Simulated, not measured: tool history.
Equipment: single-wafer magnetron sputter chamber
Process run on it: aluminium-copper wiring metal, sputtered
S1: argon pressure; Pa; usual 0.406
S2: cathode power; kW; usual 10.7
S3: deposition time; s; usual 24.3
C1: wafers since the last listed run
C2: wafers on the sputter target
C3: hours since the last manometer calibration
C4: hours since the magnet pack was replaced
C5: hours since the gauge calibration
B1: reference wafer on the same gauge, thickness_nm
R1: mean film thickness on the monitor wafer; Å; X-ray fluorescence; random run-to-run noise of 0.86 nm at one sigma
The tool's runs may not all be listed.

run	hour	S1	S2	S3	C1	C2	C3	C4	C5	B1	R1
1	0	0.406	10.7	27	0	1752	1074.5	9812.6	99.2	438.925	5976.67
2	9.1	0.406	10.7	27	235	1987	1083.6	9821.7	108.3	438.634	5971.77
3	21.8	0.406	10.7	27	328	2316	1096.3	9834.4	121	439.067	5995.58
4	32.9	0.406	10.7	24.3	286	2602	1107.4	9845.5	132.1	438.947	5396.25
5	46.8	0.406	10.7	24.3	359	2962	1121.3	9859.4	146	439.076	5390.81
6	60.6	0.406	10.7	24.3	356	3318	1135.1	9873.2	159.8	439.225	5404.48
7	71.2	0.406	10.7	24.3	273	3592	1145.7	9883.8	170.4	438.888	5399.53
8	77.7	0.406	10.7	24.3	167	3760	1152.2	9890.3	176.9	439.319	5409.58
9	94.1	0.406	10.7	24.3	423	4184	1168.6	9906.7	193.3	438.807	5404.62
# hour 94.2: gauge calibrated
10	110	0.406	10.7	24.3	410	4595	1184.5	9922.6	15.8	439.336	5416.46
# hour 120.7: capacitance manometer re-zeroed and calibrated
11	121.2	0.296	9.35	22.4	82	4678	0.5	9933.8	27	439.083	4439.78
12	132.2	0.268	8.6	22.3	284	4962	11.5	9944.8	38	438.813	4134.49
13	147	0.456	12.55	27	382	5345	26.3	9959.6	52.8	438.968	6484.78
# hour 165.5: magnet pack replaced
14	166	0.567	10.7	24.3	284	5629	45.3	0.5	71.8	438.836	4648.55
15	169.3	0.558	10.7	24.3	85	5714	48.6	3.8	75.1	439.269	4667.03
16	184.3	0.406	10.7	28.5	387	6102	63.6	18.8	90.1	438.923	6012.96
# hour 192.5: sputter target and shields replaced
17	197	0.406	10.7	24.3	121	116	76.3	31.5	102.8	438.697	5179.45
18	206.9	0.277	10.7	23	255	372	86.2	41.4	112.7	438.874	5311.37
19	224.2	0.406	10.7	24.3	447	819	103.5	58.7	130	439.222	5190.33
20	231.7	0.454	8.05	21.7	193	1013	111	66.2	137.5	439.365	3368.84
21	243.9	0.406	10.7	24.3	315	1328	123.2	78.4	149.7	439.371	5178.3

How would selected steps in R1 from run to run divide? Give the signed amount a tool lacking its hidden state would still show from settings, what came in and random variation, and the signed amount left for the hidden state, including any gauge scatter that is not in both of the compared results.
Hidden conditions of the tool in this case: deposition rate above that of a new target (%); true argon pressure above the setpoint (%); gauge reads high (%).
Run 10 -> 11: S1 0.406 -> 0.296, S2 10.7 -> 9.35, S3 24.3 -> 22.4, capacitance manometer re-zeroed and calibrated. R1 -976.68 Å: hidden state -243.78, all else -732.9.
Run 12 -> 13: S1 0.268 -> 0.456, S2 8.6 -> 12.55, S3 22.3 -> 27. R1 +2350.29 Å: hidden state -56.04, all else +2406.33.
Run 13 -> 14: S1 0.456 -> 0.567, S2 12.55 -> 10.7, S3 27 -> 24.3, magnet pack replaced. R1 -1836.23 Å: hidden state +20.23, all else -1856.46.
Run 16 -> 17: S3 28.5 -> 24.3, sputter target and shields replaced. R1 -833.51 Å: hidden state +68.25, all else -901.76.
